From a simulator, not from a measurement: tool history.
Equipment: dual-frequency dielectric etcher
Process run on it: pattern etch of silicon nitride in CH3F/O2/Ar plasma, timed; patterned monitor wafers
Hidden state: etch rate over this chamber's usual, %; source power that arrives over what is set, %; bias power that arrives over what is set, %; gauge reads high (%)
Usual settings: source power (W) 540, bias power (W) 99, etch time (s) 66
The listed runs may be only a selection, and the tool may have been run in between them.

| run | hour | source power (W) | bias power (W) | etch time (s) | wafers since the last listed run | hours since the last wet clean | hours since the last source power generator calibration | hours since the last bias power generator calibration | hours since the last upper electrode change | hours since the gauge calibration | read-back reference wafer on the same gauge, depth_nm | mean etch depth across the wafer (angstrom) |
|---|---|---|---|---|---|---|---|---|---|---|---|---|
| 1 | 0 | 640 | 99 | 66 | 0 | 127.3 | 2341.2 | 2909 | 2616.7 | 2131.8 | 67.5 | 601 |
| 2 | 100.6 | 540 | 99 | 66 | 1376 | 227.9 | 2441.8 | 3009.6 | 2717.3 | 2232.4 | 67.5 | 568 |
| 3 | 191.1 | 540 | 99 | 66 | 1238 | 318.4 | 2532.3 | 3100.1 | 2807.8 | 2322.9 | 67.5 | 565 |
| 4 | 283.2 | 540 | 107 | 66 | 1260 | 410.5 | 2624.4 | 3192.2 | 2899.9 | 2415 | 67.5 | 577 |
| 5 | 381.8 | 540 | 107 | 66 | 1348 | 509.1 | 2723 | 3290.8 | 2998.5 | 2513.6 | 67.5 | 576 |
|  | 407.3 | bias power generator calibrated |
|  | 423.5 | wet clean of the chamber |
| 6 | 482.5 | 540 | 99 | 66 | 1100 | 59 | 2823.7 | 75.2 | 3099.2 | 2614.3 | 67.5 | 587 |
| 7 | 561.1 | 540 | 99 | 66 | 1075 | 137.6 | 2902.3 | 153.8 | 3177.8 | 2692.9 | 67.5 | 582 |
|  | 641.9 | upper electrode replaced |
| 8 | 667.7 | 540 | 99 | 66 | 1130 | 244.2 | 3008.9 | 260.4 | 25.8 | 2799.5 | 67.5 | 581 |
| 9 | 723.8 | 540 | 99 | 66 | 767 | 300.3 | 3065 | 316.5 | 81.9 | 2855.6 | 67.5 | 580 |
| 10 | 797.8 | 540 | 99 | 66 | 1012 | 374.3 | 3139 | 390.5 | 155.9 | 2929.6 | 67.5 | 573 |
| 11 | 858.3 | 540 | 99 | 66 | 827 | 434.8 | 3199.5 | 451 | 216.4 | 2990.1 | 67.5 | 573 |
|  | 933 | wet clean of the chamber |
| 12 | 933.5 | 540 | 99 | 53.5 | 700 | 0.5 | 3274.7 | 526.2 | 291.6 | 3065.3 | 67.5 | 477 |
| 13 | 974.3 | 540 | 99 | 66 | 558 | 41.3 | 3315.5 | 567 | 332.4 | 3106.1 | 67.5 | 586 |
| 14 | 1037.7 | 610 | 118 | 66 | 867 | 104.7 | 3378.9 | 630.4 | 395.8 | 3169.5 | 67.5 | 651 |
| 15 | 1121.7 | 540 | 74 | 58.5 | 1149 | 188.7 | 3462.9 | 714.4 | 479.8 | 3253.5 | 67.5 | 449 |
|  | 1175.7 | gauge calibrated |
| 16 | 1202.4 | 450 | 111 | 66 | 1104 | 269.4 | 3543.6 | 795.1 | 560.5 | 26.7 | 67.5 | 574 |
| 17 | 1296.7 | 480 | 99 | 50 | 1290 | 363.7 | 3637.9 | 889.4 | 654.8 | 121 | 67.5 | 420 |
| 18 | 1383.3 | 630 | 111 | 60 | 1184 | 450.3 | 3724.5 | 976 | 741.4 | 207.6 | 67.5 | 568 |
|  | 1492.5 | wet clean of the chamber |
| 19 | 1493 | 500 | 99 | 72.5 | 1172 | 0.5 | 3834.2 | 1085.7 | 851.1 | 317.3 | 67.5 | 625 |
|  | 1512.9 | source power generator calibrated |
| 20 | 1559.8 | 540 | 99 | 83.5 | 859 | 67.3 | 46.9 | 1152.5 | 917.9 | 384.1 | 67.5 | 729 |
| 21 | 1639.2 | 470 | 89 | 81.5 | 1086 | 146.7 | 126.3 | 1231.9 | 997.3 | 463.5 | 67.5 | 655 |
| 22 | 1745.8 | 500 | 81 | 66 | 1458 | 253.3 | 232.9 | 1338.5 | 1103.9 | 570.1 | 67.5 | 514 |
| 23 | 1787.8 | 540 | 99 | 66 | 574 | 295.3 | 274.9 | 1380.5 | 1145.9 | 612.1 | 67.5 | 576 |
| 24 | 1858.4 | 420 | 91 | 66 | 965 | 365.9 | 345.5 | 1451.1 | 1216.5 | 682.7 | 67.5 | 510 |
| 25 | 1917.1 | 540 | 109 | 66 | 803 | 424.6 | 404.2 | 1509.8 | 1275.2 | 741.4 | 67.5 | 595 |
| 26 | 1964 | 610 | 118 | 66 | 641 | 471.5 | 451.1 | 1556.7 | 1322.1 | 788.3 | 67.5 | 635 |
|  | 2015.1 | wet clean of the chamber |
| 27 | 2033.3 | 540 | 99 | 66 | 619 | 18.2 | 520.4 | 1626 | 1391.4 | 857.6 | 67.5 | 583 |
| 28 | 2090 | 500 | 81 | 66 | 775 | 74.9 | 577.1 | 1682.7 | 1448.1 | 914.3 | 67.5 | 522 |

Below are 5 alternative next runs, each starting from the tool's condition after run 28. Predict each:
| A | 2090.4 | 540 | 76 | 66 | 5 | 75.3 | 577.5 | 1683.1 | 1448.5 | 914.7 | ? | ? |
| B | 2090.4 | 540 | 121 | 85 | 5 | 75.3 | 577.5 | 1683.1 | 1448.5 | 914.7 | ? | ? |
| C | 2090.4 | 480 | 77 | 77 | 5 | 75.3 | 577.5 | 1683.1 | 1448.5 | 914.7 | ? | ? |
| D | 2090.4 | 420 | 109 | 78.5 | 5 | 75.3 | 577.5 | 1683.1 | 1448.5 | 914.7 | ? | ? |
| E | 2090.4 | 540 | 99 | 75 | 5 | 75.3 | 577.5 | 1683.1 | 1448.5 | 914.7 | ? | ? |

| run | read-back reference wafer on the same gauge, depth_nm | mean etch depth across the wafer (angstrom) |
|---|---|---|
| A | 67.5 | 519 |
| B | 67.5 | 815 |
| C | 67.5 | 587 |
| D | 67.5 | 669 |
| E | 67.5 | 660 |
Without the tool's unlogged condition, the same runs would have read:
| run | mean etch depth across the wafer (angstrom) |
|---|---|
| A | 525 |
| B | 825 |
| C | 594 |
| D | 677 |
| E | 668 |

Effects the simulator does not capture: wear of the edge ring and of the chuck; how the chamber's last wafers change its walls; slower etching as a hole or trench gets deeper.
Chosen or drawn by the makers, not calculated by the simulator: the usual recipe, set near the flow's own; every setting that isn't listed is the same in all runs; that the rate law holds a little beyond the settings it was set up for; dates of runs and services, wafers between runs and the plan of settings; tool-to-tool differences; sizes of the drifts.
